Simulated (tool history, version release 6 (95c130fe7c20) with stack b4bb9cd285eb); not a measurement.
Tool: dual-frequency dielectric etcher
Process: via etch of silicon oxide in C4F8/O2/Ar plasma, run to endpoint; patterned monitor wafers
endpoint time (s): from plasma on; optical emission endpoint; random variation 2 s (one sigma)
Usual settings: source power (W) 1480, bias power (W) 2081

| run | hour | source power (W) | bias power (W) | incoming incoming film thickness, nm | endpoint time (s) |
|---|---|---|---|---|---|
| 1 | 0 | 1690 | 2081 | 1909.8 | 409.4 |
| 2 | 64.3 | 1690 | 2081 | 1916.5 | 414.3 |
| 3 | 145.8 | 1690 | 2081 | 1898.8 | 415.9 |
| 4 | 190.5 | 1480 | 2081 | 1889.5 | 434.4 |
| 5 | 259.3 | 1480 | 2081 | 1929.5 | 448.1 |
| 6 | 336.2 | 1480 | 2237 | 1907.3 | 434.9 |
| 7 | 377.8 | 1480 | 2237 | 1908.1 | 437 |
| 8 | 466.1 | 1370 | 2081 | 1906.1 | 459.4 |
| 9 | 557.6 | 1480 | 2081 | 1909.2 | 449.3 |
|  | 630 | wet clean of the chamber |
| 10 | 638.5 | 1480 | 2081 | 1914.4 | 435.9 |
|  | 695.8 | bias power generator calibrated |
|  | 741.8 | upper electrode replaced |
| 11 | 742.3 | 1480 | 2081 | 1916.9 | 436.6 |
| 12 | 821.9 | 1480 | 2081 | 1893.2 | 434.7 |
| 13 | 863.6 | 1480 | 2081 | 1889.9 | 435.7 |
| 14 | 911.8 | 1180 | 2591 | 1897 | 456.1 |

The next listed run, before its measurement:
| 15 | 1183 | 1480 | 2081 | 1925.4 | ? |

{"run 15": {"endpoint time (s)": 450.1}}
Without the tool's hidden state the same run would have given endpoint time (s) 435.5.

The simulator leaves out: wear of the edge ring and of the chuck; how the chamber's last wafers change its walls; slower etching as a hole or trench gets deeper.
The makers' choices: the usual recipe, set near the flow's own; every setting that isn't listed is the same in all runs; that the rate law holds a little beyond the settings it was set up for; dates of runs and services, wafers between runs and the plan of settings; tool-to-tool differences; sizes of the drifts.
